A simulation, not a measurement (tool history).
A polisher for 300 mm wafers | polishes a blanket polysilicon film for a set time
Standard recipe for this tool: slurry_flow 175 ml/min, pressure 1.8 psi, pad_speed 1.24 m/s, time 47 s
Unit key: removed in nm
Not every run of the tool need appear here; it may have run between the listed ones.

run	hour	slurry_flow	pressure	pad_speed	time	incoming thickness of the incoming film, nm	removed
1	0	175	1.8	1.24	47	2231	260.7
2	28.8	175	1.8	1.24	47	2257.5	269
3	45.4	175	1.8	1.24	47	2281.5	261.6
# hour 60.4: head pressure recalibrated
4	63.3	175	1.8	1.24	57	2273.1	316.2
5	97.7	175	1.8	1.24	57	2250.7	318.4
6	131.9	175	1.8	1.24	57	2240.5	317.2
# hour 154.5: worn pad replaced by a new one
7	158.4	130	1.8	1.24	47	2214	251
8	183.6	130	1.8	1.24	47	2234.9	250.4
# hour 202.1: slurry nozzle cleaned
9	214	175	1.7	1.24	47	2200.3	251.1
10	232.1	175	1.7	1.24	47	2267.4	258.5
11	271.9	175	1.8	1.24	47	2219.9	262.1
12	304.5	175	1.8	1.24	47	2218.1	264.3
13	336	175	1.8	1.24	47	2252	271.5
# hour 344.3: worn pad replaced by a new one
14	356.9	220	1.8	1.24	47	2217.3	276.1
15	438.8	220	1.8	1.24	47	2194.3	268.2
16	452.1	220	1.8	1.24	47	2210.5	271.9
17	471.8	175	1.8	1.24	47	2193.6	263.3
18	488.2	175	1.8	1.24	47	2214.7	268.3
19	516.2	130	1.8	1.24	47	2237.3	257
20	531.8	175	1.8	1.24	39	2234.2	219.2
# hour 555.9: worn pad replaced by a new one
21	559.6	175	1.3	1.24	53	2269.5	245.8
22	584.6	175	2.2	1.24	38	2231.6	244.6
23	668.1	150	1.4	0.94	38	2247.7	137.9
24	687.5	175	1.8	1.24	47	2202.7	259.1
25	710.1	175	1.8	1.24	37	2226.4	207.5
26	722.3	175	1.7	1.24	47	2219.6	251.9
# hour 741.1: slurry nozzle cleaned
27	756.4	205	2.2	1.5	34	2247.7	268.6
# hour 768.5: head pressure recalibrated
# hour 785.6: worn pad replaced by a new one
28	787.3	230	1.8	1.24	55	2233.4	321.1
29	840.2	150	1.8	0.96	47	2192.7	200.2
30	864.7	210	2.4	1.24	47	2233.7	333.4
31	900.3	175	1.8	1.24	47	2223.4	260.4
32	912.4	160	1.8	1.48	47	2225.1	311.2
33	934.8	135	1.6	1.24	40	2251.7	205
# hour 983.2: worn pad replaced by a new one
34	1026.1	175	1.8	1.24	47	2261.9	266.4
35	1052.4	175	1.8	1.24	52	2197.7	290.1
36	1069.4	175	2.1	1.06	47	2246.6	253.5

What was the tool's hidden state at every run in the log?
removal rate lost through wear of the pad, %: 0, the same for each run
slurry flow missing at the pad, %: 0, the same for each run
deviation of the head's pressure from its setpoint, %: 0, the same for each run
